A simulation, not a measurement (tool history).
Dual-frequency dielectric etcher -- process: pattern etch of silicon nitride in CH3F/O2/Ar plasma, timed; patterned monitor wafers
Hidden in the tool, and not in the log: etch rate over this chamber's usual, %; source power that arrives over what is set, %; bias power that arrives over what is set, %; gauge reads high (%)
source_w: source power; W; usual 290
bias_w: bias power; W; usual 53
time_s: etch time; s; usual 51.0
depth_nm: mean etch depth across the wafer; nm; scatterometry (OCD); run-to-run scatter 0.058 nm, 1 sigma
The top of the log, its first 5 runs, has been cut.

run    hour  source_w  bias_w  time_s  wafers since the last listed run  hours since the last wet clean  hours since the last source power generator calibration  hours since the last bias power generator calibration  hours since the last upper electrode change  hours since the gauge calibration  read-back reference wafer on the same gauge, depth_nm  depth_nm
      203.1  -- wet clean of the chamber
  6   206.2       290      53    51.0                               240                             3.1                                                    340.6                                                 1996.2                                        209.2                              166.6                                                  21.90     25.68
  7   273.5       290      53    51.0                               744                            70.4                                                    407.9                                                 2063.5                                        276.5                              233.9                                                  21.92     25.79
  8   324.3       290      61    51.0                               561                           121.2                                                    458.7                                                 2114.3                                        327.3                              284.7                                                  21.89     27.05
  9   388.6       310      64    51.0                               711                           185.5                                                    523.0                                                 2178.6                                        391.6                              349.0                                                  21.92     28.79
 10   427.4       250      47    56.0                               429                           224.3                                                    561.8                                                 2217.4                                        430.4                              387.8                                                  21.89     24.99
 11   471.7       310      53    59.5                               490                           268.6                                                    606.1                                                 2261.7                                        474.7                              432.1                                                  21.89     31.44
 12   539.4       290      48    45.0                               748                           336.3                                                    673.8                                                 2329.4                                        542.4                              499.8                                                  21.88     22.09
 13   582.6       290      49    38.5                               477                           379.5                                                    717.0                                                 2372.6                                        585.6                              543.0                                                  21.90     19.09
 14   756.1       290      53    51.0                              1919                           553.0                                                    890.5                                                 2546.1                                        759.1                              716.5                                                  21.89     26.02
      784.6  -- bias power generator calibrated
      816.1  -- wet clean of the chamber
 15   819.6       290      53    51.0                               392                             3.5                                                    954.0                                                   35.0                                        822.6                              780.0                                                  21.90     25.73
 16   864.4       290      53    51.0                               495                            48.3                                                    998.8                                                   79.8                                        867.4                              824.8                                                  21.89     25.81
 17   911.0       290      53    59.0                               515                            94.9                                                   1045.4                                                  126.4                                        914.0                              871.4                                                  21.91     29.82
 18   977.3       290      53    51.0                               733                           161.2                                                   1111.7                                                  192.7                                        980.3                              937.7                                                  21.89     25.75
 19  1042.2       230      58    37.5                               717                           226.1                                                   1176.6                                                  257.6                                       1045.2                             1002.6                                                  21.88     17.24
 20  1068.4       350      53    60.5                               289                           252.3                                                   1202.8                                                  283.8                                       1071.4                             1028.8                                                  21.91     33.89
 21  1105.9       220      62    57.0                               414                           289.8                                                   1240.3                                                  321.3                                       1108.9                             1066.3                                                  21.92     26.03
 22  1142.0       290      63    51.0                               399                           325.9                                                   1276.4                                                  357.4                                       1145.0                             1102.4                                                  21.92     27.67
 23  1187.1       290      53    38.5                               498                           371.0                                                   1321.5                                                  402.5                                       1190.1                             1147.5                                                  21.91     19.57
 24  1213.9       290      53    51.0                               296                           397.8                                                   1348.3                                                  429.3                                       1216.9                             1174.3                                                  21.88     25.89
     1280.7  -- source power generator calibrated
     1382.2  -- wet clean of the chamber
 25  1401.0       290      53    51.0                              1760                            18.8                                                    120.3                                                  616.4                                       1404.0                             1361.4                                                  21.90     25.85
 26  1444.0       290      53    51.0                               475                            61.8                                                    163.3                                                  659.4                                       1447.0                             1404.4                                                  21.91     25.81
 27  1488.6       360      53    36.5                               493                           106.4                                                    207.9                                                  704.0                                       1491.6                             1449.0                                                  21.91     20.72
 28  1517.6       340      61    36.0                               320                           135.4                                                    236.9                                                  733.0                                       1520.6                             1478.0                                                  21.91     20.96
 29  1557.4       260      60    43.5                               440                           175.2                                                    276.7                                                  772.8                                       1560.4                             1517.8                                                  21.91     21.77
 30  1594.0       270      57    63.0                               404                           211.8                                                    313.3                                                  809.4                                       1597.0                             1554.4                                                  21.90     31.54

Each row is a separate what-if for the run after 30, all from the same tool condition, not one after another. Results?
  A  1594.4       290      53    51.0                                 4                           212.2                                                    313.7                                                  809.8                                       1597.4                             1554.8                                                      ?         ?
  B  1594.4       290      58    56.0                                 4                           212.2                                                    313.7                                                  809.8                                       1597.4                             1554.8                                                      ?         ?
  C  1594.4       260      44    51.0                                 4                           212.2                                                    313.7                                                  809.8                                       1597.4                             1554.8                                                      ?         ?
  D  1594.4       290      57    47.0                                 4                           212.2                                                    313.7                                                  809.8                                       1597.4                             1554.8                                                      ?         ?

run  read-back reference wafer on the same gauge, depth_nm  depth_nm
  A                                                  21.89     25.91
  B                                                  21.89     29.40
  C                                                  21.89     22.77
  D                                                  21.89     24.52
With no hidden state in the tool, these same runs would have given:
run  depth_nm
  A     25.74
  B     29.21
  C     22.62
  D     24.36
